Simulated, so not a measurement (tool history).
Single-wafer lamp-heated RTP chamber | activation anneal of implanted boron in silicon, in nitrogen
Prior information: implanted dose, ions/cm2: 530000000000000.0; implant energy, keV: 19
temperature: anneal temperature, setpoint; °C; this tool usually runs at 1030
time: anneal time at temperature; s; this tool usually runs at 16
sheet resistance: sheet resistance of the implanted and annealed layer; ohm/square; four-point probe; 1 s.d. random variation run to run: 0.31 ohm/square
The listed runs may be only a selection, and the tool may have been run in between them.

run    hour  temperature  time  read-back reference wafer on the same gauge, sheet resistance  sheet resistance
  1     0.0         1030    16                                                         177.98            204.13
  2    56.3         1030    16                                                         177.94            203.28
  3   126.8         1049    19                                                         177.95            201.52
      156.7  -- pyrometer window cleaned and pyrometer calibrated
      199.2  -- gauge calibrated
      292.0  -- reflector plate cleaned
  4   394.9         1049    19                                                         177.99            202.44
  5   448.5         1030    22                                                         177.98            202.48
  6   490.9         1030    22                                                         177.95            203.24
  7   570.2         1030    22                                                         178.01            201.99
      620.2  -- pyrometer window cleaned and pyrometer calibrated
  8   621.8         1030    16                                                         177.98            204.01
  9   707.3         1030    16                                                         177.99            204.33
      731.3  -- reflector plate cleaned
 10   800.4         1051    16                                                         178.00            202.38
 11   861.5         1051    16                                                         178.00            202.11
 12   937.6         1030    16                                                         178.01            203.16
 13   974.8         1022    11                                                         178.00            204.58
     1015.0  -- pyrometer window cleaned and pyrometer calibrated
 14  1036.8         1006    22                                                         178.02            206.87
 15  1116.2         1009     7                                                         178.00            209.75
     1148.2  -- reflector plate cleaned
 16  1209.6         1019    16                                                         177.98            205.14
 17  1313.3         1030    22                                                         178.06            203.04
 18  1404.4         1009    16                                                         178.06            206.20
     1438.6  -- pyrometer window cleaned and pyrometer calibrated
     1464.7  -- gauge calibrated
 19  1512.2         1030    21                                                         177.93            203.53
     1565.5  -- reflector plate cleaned
 20  1594.5         1013    22                                                         177.99            205.39
 21  1683.9         1054    25                                                         177.98            200.58
 22  1722.7         1048    22                                                         177.97            201.18
 23  1780.4         1048    22                                                         178.01            201.24
 24  1878.2         1054    20                                                         177.96            200.76

The next listed run, before its measurement:
     1922.4  -- pyrometer window cleaned and pyrometer calibrated
     1975.9  -- reflector plate cleaned
 25  2128.5         1030    26                                                              ?                 ?

{"run 25": {"read-back reference wafer on the same gauge, sheet resistance": 178.05, "sheet resistance": 202.61}}
The same run, on a tool lacking any hidden state, would have yielded sheet resistance 202.99 ohm/square.
